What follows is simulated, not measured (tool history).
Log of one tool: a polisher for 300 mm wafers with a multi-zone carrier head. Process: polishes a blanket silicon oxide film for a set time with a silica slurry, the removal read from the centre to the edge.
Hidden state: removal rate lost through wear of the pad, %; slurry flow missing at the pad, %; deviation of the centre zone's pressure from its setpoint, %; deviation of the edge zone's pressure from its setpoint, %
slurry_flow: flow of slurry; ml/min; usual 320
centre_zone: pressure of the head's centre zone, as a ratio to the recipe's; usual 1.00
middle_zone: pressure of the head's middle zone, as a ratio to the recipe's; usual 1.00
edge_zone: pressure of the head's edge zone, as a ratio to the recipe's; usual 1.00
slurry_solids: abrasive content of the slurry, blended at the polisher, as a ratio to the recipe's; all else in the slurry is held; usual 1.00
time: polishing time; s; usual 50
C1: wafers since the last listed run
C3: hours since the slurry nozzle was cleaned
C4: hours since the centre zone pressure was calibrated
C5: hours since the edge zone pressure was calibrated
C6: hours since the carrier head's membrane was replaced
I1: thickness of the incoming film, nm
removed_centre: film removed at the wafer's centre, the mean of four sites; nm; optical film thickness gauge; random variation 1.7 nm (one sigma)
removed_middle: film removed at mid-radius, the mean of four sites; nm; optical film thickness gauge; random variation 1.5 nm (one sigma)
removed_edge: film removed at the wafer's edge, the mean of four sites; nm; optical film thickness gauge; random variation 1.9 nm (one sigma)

{"run": 1, "hour": 0.0, "slurry_flow": 320, "centre_zone": 1.0, "middle_zone": 1.0, "edge_zone": 1.0, "slurry_solids": 1.0, "time": 50, "C1": 0, "wafers polished on this pad": 283, "C3": 37.7, "C4": 30.6, "C5": 490.3, "C6": 507.9, "I1": 948.8, "removed_centre": 177.1, "removed_middle": 178.2, "removed_edge": 175.6}
{"hour": 12.0, "done": "carrier head's membrane replaced by a new one"}
{"run": 2, "hour": 12.5, "slurry_flow": 320, "centre_zone": 1.0, "middle_zone": 0.95, "edge_zone": 1.0, "slurry_solids": 1.0, "time": 50, "C1": 69, "wafers polished on this pad": 352, "C3": 50.2, "C4": 43.1, "C5": 502.8, "C6": 0.5, "I1": 973.6, "removed_centre": 174.1, "removed_middle": 168.2, "removed_edge": 179.0}
{"run": 3, "hour": 23.7, "slurry_flow": 320, "centre_zone": 1.0, "middle_zone": 1.0, "edge_zone": 1.0, "slurry_solids": 1.0, "time": 50, "C1": 103, "wafers polished on this pad": 456, "C3": 61.4, "C4": 54.3, "C5": 514.0, "C6": 11.7, "I1": 965.9, "removed_centre": 176.6, "removed_middle": 177.6, "removed_edge": 177.5}
{"run": 4, "hour": 35.0, "slurry_flow": 320, "centre_zone": 1.0, "middle_zone": 1.0, "edge_zone": 1.0, "slurry_solids": 1.0, "time": 50, "C1": 104, "wafers polished on this pad": 561, "C3": 72.7, "C4": 65.6, "C5": 525.3, "C6": 23.0, "I1": 959.4, "removed_centre": 172.6, "removed_middle": 175.2, "removed_edge": 175.3}
{"run": 5, "hour": 48.1, "slurry_flow": 215, "centre_zone": 1.0, "middle_zone": 1.09, "edge_zone": 1.0, "slurry_solids": 1.0, "time": 50, "C1": 121, "wafers polished on this pad": 682, "C3": 85.8, "C4": 78.7, "C5": 538.4, "C6": 36.1, "I1": 947.5, "removed_centre": 163.0, "removed_middle": 178.0, "removed_edge": 168.3}
{"run": 6, "hour": 54.3, "slurry_flow": 415, "centre_zone": 0.93, "middle_zone": 1.0, "edge_zone": 1.05, "slurry_solids": 1.0, "time": 50, "C1": 57, "wafers polished on this pad": 740, "C3": 92.0, "C4": 84.9, "C5": 544.6, "C6": 42.3, "I1": 962.4, "removed_centre": 166.4, "removed_middle": 180.6, "removed_edge": 185.8}
{"run": 7, "hour": 66.5, "slurry_flow": 320, "centre_zone": 1.0, "middle_zone": 1.0, "edge_zone": 1.0, "slurry_solids": 1.0, "time": 50, "C1": 113, "wafers polished on this pad": 853, "C3": 104.2, "C4": 97.1, "C5": 556.8, "C6": 54.5, "I1": 961.2, "removed_centre": 173.0, "removed_middle": 172.9, "removed_edge": 175.5}
{"hour": 71.0, "done": "worn pad replaced by a new one"}
{"run": 8, "hour": 77.8, "slurry_flow": 255, "centre_zone": 1.0, "middle_zone": 1.0, "edge_zone": 1.0, "slurry_solids": 0.75, "time": 50, "C1": 67, "wafers polished on this pad": 63, "C3": 115.5, "C4": 108.4, "C5": 568.1, "C6": 65.8, "I1": 940.0, "removed_centre": 146.7, "removed_middle": 148.1, "removed_edge": 151.7}
{"hour": 90.1, "done": "edge zone pressure recalibrated"}
{"run": 9, "hour": 93.9, "slurry_flow": 290, "centre_zone": 1.0, "middle_zone": 1.0, "edge_zone": 1.0, "slurry_solids": 1.25, "time": 50, "C1": 130, "wafers polished on this pad": 193, "C3": 131.6, "C4": 124.5, "C5": 3.8, "C6": 81.9, "I1": 955.2, "removed_centre": 186.9, "removed_middle": 188.1, "removed_edge": 189.1}
{"run": 10, "hour": 109.3, "slurry_flow": 385, "centre_zone": 1.0, "middle_zone": 1.12, "edge_zone": 1.09, "slurry_solids": 1.25, "time": 50, "C1": 142, "wafers polished on this pad": 336, "C3": 147.0, "C4": 139.9, "C5": 19.2, "C6": 97.3, "I1": 964.4, "removed_centre": 190.2, "removed_middle": 212.2, "removed_edge": 201.6}
{"run": 11, "hour": 120.0, "slurry_flow": 320, "centre_zone": 1.0, "middle_zone": 1.0, "edge_zone": 1.0, "slurry_solids": 1.0, "time": 50, "C1": 99, "wafers polished on this pad": 435, "C3": 157.7, "C4": 150.6, "C5": 29.9, "C6": 108.0, "I1": 968.5, "removed_centre": 170.6, "removed_middle": 172.2, "removed_edge": 171.8}
{"run": 12, "hour": 126.2, "slurry_flow": 320, "centre_zone": 0.94, "middle_zone": 1.0, "edge_zone": 1.0, "slurry_solids": 1.0, "time": 50, "C1": 57, "wafers polished on this pad": 493, "C3": 163.9, "C4": 156.8, "C5": 36.1, "C6": 114.2, "I1": 946.2, "removed_centre": 159.3, "removed_middle": 174.5, "removed_edge": 174.4}
{"run": 13, "hour": 153.7, "slurry_flow": 320, "centre_zone": 1.08, "middle_zone": 1.08, "edge_zone": 1.05, "slurry_solids": 1.0, "time": 38, "C1": 254, "wafers polished on this pad": 748, "C3": 191.4, "C4": 184.3, "C5": 63.6, "C6": 141.7, "I1": 956.4, "removed_centre": 140.4, "removed_middle": 139.5, "removed_edge": 134.4}
{"run": 14, "hour": 165.0, "slurry_flow": 320, "centre_zone": 1.12, "middle_zone": 0.89, "edge_zone": 1.0, "slurry_solids": 1.2, "time": 50, "C1": 104, "wafers polished on this pad": 852, "C3": 202.7, "C4": 195.6, "C5": 74.9, "C6": 153.0, "I1": 967.5, "removed_centre": 204.5, "removed_middle": 166.5, "removed_edge": 186.8}
{"run": 15, "hour": 176.3, "slurry_flow": 245, "centre_zone": 1.0, "middle_zone": 1.1, "edge_zone": 1.0, "slurry_solids": 1.0, "time": 50, "C1": 104, "wafers polished on this pad": 957, "C3": 214.0, "C4": 206.9, "C5": 86.2, "C6": 164.3, "I1": 961.8, "removed_centre": 162.2, "removed_middle": 179.5, "removed_edge": 168.6}
{"run": 16, "hour": 189.6, "slurry_flow": 320, "centre_zone": 1.0, "middle_zone": 1.0, "edge_zone": 1.0, "slurry_solids": 1.0, "time": 50, "C1": 123, "wafers polished on this pad": 1080, "C3": 227.3, "C4": 220.2, "C5": 99.5, "C6": 177.6, "I1": 964.2, "removed_centre": 167.1, "removed_middle": 168.7, "removed_edge": 170.0}
{"hour": 198.1, "done": "worn pad replaced by a new one"}
{"run": 17, "hour": 198.9, "slurry_flow": 320, "centre_zone": 1.0, "middle_zone": 1.0, "edge_zone": 1.0, "slurry_solids": 0.8, "time": 32, "C1": 49, "wafers polished on this pad": 7, "C3": 236.6, "C4": 229.5, "C5": 108.8, "C6": 186.9, "I1": 963.7, "removed_centre": 95.7, "removed_middle": 98.2, "removed_edge": 99.7}
{"run": 18, "hour": 207.3, "slurry_flow": 385, "centre_zone": 1.0, "middle_zone": 1.0, "edge_zone": 1.04, "slurry_solids": 0.9, "time": 50, "C1": 77, "wafers polished on this pad": 85, "C3": 245.0, "C4": 237.9, "C5": 117.2, "C6": 195.3, "I1": 963.6, "removed_centre": 165.4, "removed_middle": 168.4, "removed_edge": 175.2}
{"run": 19, "hour": 218.1, "slurry_flow": 320, "centre_zone": 0.88, "middle_zone": 1.0, "edge_zone": 0.91, "slurry_solids": 1.0, "time": 42, "C1": 100, "wafers polished on this pad": 185, "C3": 255.8, "C4": 248.7, "C5": 128.0, "C6": 206.1, "I1": 938.2, "removed_centre": 125.6, "removed_middle": 143.6, "removed_edge": 138.0}
{"run": 20, "hour": 232.2, "slurry_flow": 320, "centre_zone": 1.04, "middle_zone": 1.0, "edge_zone": 1.08, "slurry_solids": 1.0, "time": 50, "C1": 130, "wafers polished on this pad": 315, "C3": 269.9, "C4": 262.8, "C5": 142.1, "C6": 220.2, "I1": 952.0, "removed_centre": 174.4, "removed_middle": 169.8, "removed_edge": 182.8}
{"run": 21, "hour": 245.7, "slurry_flow": 320, "centre_zone": 1.0, "middle_zone": 1.07, "edge_zone": 1.12, "slurry_solids": 1.0, "time": 50, "C1": 125, "wafers polished on this pad": 440, "C3": 283.4, "C4": 276.3, "C5": 155.6, "C6": 233.7, "I1": 964.0, "removed_centre": 168.2, "removed_middle": 178.6, "removed_edge": 185.3}

5 ways to go on from here, each from the tool as it stands after run 21. What would each give?
{"run": "A", "hour": 246.1, "slurry_flow": 320, "centre_zone": 1.0, "middle_zone": 0.93, "edge_zone": 1.0, "slurry_solids": 1.0, "time": 50, "C1": 3, "wafers polished on this pad": 444, "C3": 283.8, "C4": 276.7, "C5": 156.0, "C6": 234.1, "I1": 961.8, "removed_centre": "?", "removed_middle": "?", "removed_edge": "?"}
{"run": "B", "hour": 246.1, "slurry_flow": 320, "centre_zone": 0.9, "middle_zone": 1.0, "edge_zone": 0.95, "slurry_solids": 0.75, "time": 56, "C1": 3, "wafers polished on this pad": 444, "C3": 283.8, "C4": 276.7, "C5": 156.0, "C6": 234.1, "I1": 961.8, "removed_centre": "?", "removed_middle": "?", "removed_edge": "?"}
{"run": "C", "hour": 246.1, "slurry_flow": 320, "centre_zone": 1.0, "middle_zone": 1.0, "edge_zone": 1.0, "slurry_solids": 1.0, "time": 62, "C1": 3, "wafers polished on this pad": 444, "C3": 283.8, "C4": 276.7, "C5": 156.0, "C6": 234.1, "I1": 961.8, "removed_centre": "?", "removed_middle": "?", "removed_edge": "?"}
{"run": "D", "hour": 246.1, "slurry_flow": 235, "centre_zone": 0.93, "middle_zone": 1.09, "edge_zone": 0.96, "slurry_solids": 1.0, "time": 50, "C1": 3, "wafers polished on this pad": 444, "C3": 283.8, "C4": 276.7, "C5": 156.0, "C6": 234.1, "I1": 961.8, "removed_centre": "?", "removed_middle": "?", "removed_edge": "?"}
{"run": "E", "hour": 246.1, "slurry_flow": 360, "centre_zone": 1.0, "middle_zone": 1.0, "edge_zone": 1.0, "slurry_solids": 1.0, "time": 50, "C1": 3, "wafers polished on this pad": 444, "C3": 283.8, "C4": 276.7, "C5": 156.0, "C6": 234.1, "I1": 961.8, "removed_centre": "?", "removed_middle": "?", "removed_edge": "?"}

run=A removed_centre=169.2 removed_middle=159.2 removed_edge=173.4
run=B removed_centre=149.9 removed_middle=165.5 removed_edge=165.2
run=C removed_centre=210.0 removed_middle=209.8 removed_edge=214.8
run=D removed_centre=149.3 removed_middle=172.9 removed_edge=163.3
run=E removed_centre=172.4 removed_middle=171.9 removed_edge=175.3
Without the tool's hidden state the same runs would have given:
run=A removed_centre=180.1 removed_middle=168.3 removed_edge=180.8
run=B removed_centre=159.5 removed_middle=175.0 removed_edge=172.4
run=C removed_centre=223.4 removed_middle=221.8 removed_edge=224.0
run=D removed_centre=162.4 removed_middle=186.4 removed_edge=172.6
run=E removed_centre=182.2 removed_middle=180.7 removed_edge=182.1
